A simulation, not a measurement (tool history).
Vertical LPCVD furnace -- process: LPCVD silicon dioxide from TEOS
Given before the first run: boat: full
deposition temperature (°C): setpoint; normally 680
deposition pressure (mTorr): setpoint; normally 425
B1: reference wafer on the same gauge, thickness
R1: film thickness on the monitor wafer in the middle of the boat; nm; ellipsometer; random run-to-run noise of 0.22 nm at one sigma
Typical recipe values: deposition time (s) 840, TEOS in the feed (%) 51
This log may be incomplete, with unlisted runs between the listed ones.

Run 1, hour 0.0: usual settings; B1 64.08. Result: R1 68.80 nm.
Run 2, hour 40.4: usual settings; B1 64.05. Result: R1 68.38 nm.
Run 3, hour 124.0: usual settings; B1 64.11. Result: R1 68.82 nm.
Run 4, hour 206.4: usual settings; B1 64.09. Result: R1 68.66 nm.
At hour 413.5: TEOS flow controller replaced.
Run 5, hour 439.9: usual settings; B1 64.14. Result: R1 68.76 nm.
Run 6, hour 477.3: usual settings but deposition pressure (mTorr) 485; B1 64.10. Result: R1 73.16 nm.
Run 7, hour 547.8: usual settings but deposition pressure (mTorr) 485; B1 64.13. Result: R1 73.05 nm.
Run 8, hour 653.4: usual settings but deposition pressure (mTorr) 485; B1 64.12. Result: R1 73.27 nm.
Run 9, hour 694.1: usual settings but deposition pressure (mTorr) 380, deposition time (s) 750; B1 64.06. Result: R1 57.98 nm.
Run 10, hour 765.7: usual settings but deposition temperature (°C) 689; B1 64.06. Result: R1 85.20 nm.
Run 11, hour 854.8: usual settings but deposition pressure (mTorr) 470; B1 64.09. Result: R1 72.28 nm.
At hour 902.7: thermocouples replaced and temperature profile calibrated.
Run 12, hour 939.7: usual settings; B1 64.08. Result: R1 68.78 nm.
Run 13, hour 1041.7: usual settings but deposition temperature (°C) 668, deposition pressure (mTorr) 375, deposition time (s) 1110, TEOS in the feed (%) 46; B1 64.03. Result: R1 60.30 nm.
Run 14, hour 1134.9: usual settings but deposition pressure (mTorr) 470, TEOS in the feed (%) 48; B1 64.10. Result: R1 70.31 nm.
Run 15, hour 1189.2: usual settings; B1 64.10. Result: R1 69.09 nm.
At hour 1295.4: pressure gauge zeroed.
Run 16, hour 1295.9: usual settings but deposition temperature (°C) 671, deposition pressure (mTorr) 335, deposition time (s) 510, TEOS in the feed (%) 59; B1 64.11. Result: R1 31.30 nm.
Run 17, hour 1334.8: usual settings but deposition temperature (°C) 683, deposition pressure (mTorr) 520, TEOS in the feed (%) 42; B1 64.07. Result: R1 71.83 nm.
Run 18, hour 1375.5: usual settings but deposition temperature (°C) 669; B1 64.13. Result: R1 50.96 nm.
At hour 1421.9: gauge calibrated.
Run 19, hour 1476.1: usual settings but TEOS in the feed (%) 46; B1 64.11. Result: R1 63.95 nm.
Run 20, hour 1524.1: usual settings but deposition time (s) 540, TEOS in the feed (%) 42; B1 64.08. Result: R1 39.24 nm.
Run 21, hour 1620.6: usual settings but deposition temperature (°C) 675, deposition pressure (mTorr) 365, TEOS in the feed (%) 46; B1 64.10. Result: R1 52.65 nm.
Run 22, hour 1722.8: usual settings; B1 64.08. Result: R1 67.60 nm.
Run 23, hour 1798.2: usual settings but deposition pressure (mTorr) 450; B1 64.11. Result: R1 69.13 nm.
Run 24, hour 1889.2: usual settings but deposition pressure (mTorr) 470; B1 64.12. Result: R1 71.40 nm.
Run 25, hour 1987.0: usual settings but deposition temperature (°C) 674, deposition time (s) 600; B1 64.09. Result: R1 41.71 nm.
Run 26, hour 2041.7: usual settings but deposition time (s) 540; B1 64.09. Result: R1 43.50 nm.
Run 27, hour 2085.6: usual settings but deposition pressure (mTorr) 385, TEOS in the feed (%) 59; B1 64.08. Result: R1 69.58 nm.
Run 28, hour 2145.0: usual settings but deposition temperature (°C) 691, deposition pressure (mTorr) 470, TEOS in the feed (%) 55; B1 64.16. Result: R1 96.07 nm.
Run 29, hour 2234.8: usual settings but deposition temperature (°C) 689, deposition pressure (mTorr) 345, deposition time (s) 1020, TEOS in the feed (%) 45; B1 64.11. Result: R1 86.86 nm.
Run 30, hour 2294.6: usual settings; B1 64.09. Result: R1 67.77 nm.
Run 31, hour 2358.5: usual settings but deposition pressure (mTorr) 530, TEOS in the feed (%) 56; B1 64.08. Result: R1 79.79 nm.
Run 32, hour 2440.9: usual settings but deposition temperature (°C) 671, TEOS in the feed (%) 61; B1 64.08. Result: R1 59.53 nm.

3 options for the next run, each taken on its own from the tool as it stands now. Forecast them:
Run A, hour 2445.2: usual settings; B1 ?. Result: R1 ?.
Run B, hour 2445.2: usual settings but deposition temperature (°C) 672; B1 ?. Result: R1 ?.
Run C, hour 2445.2: usual settings but deposition temperature (°C) 671, deposition pressure (mTorr) 325, deposition time (s) 990; B1 ?. Result: R1 ?.

run     B1     R1
  A  64.10  67.76
  B  64.10  55.71
  C  64.10  56.31
What these runs would have given with no unlogged condition in the tool:
run     R1
  A  66.62
  B  54.78
  C  55.08
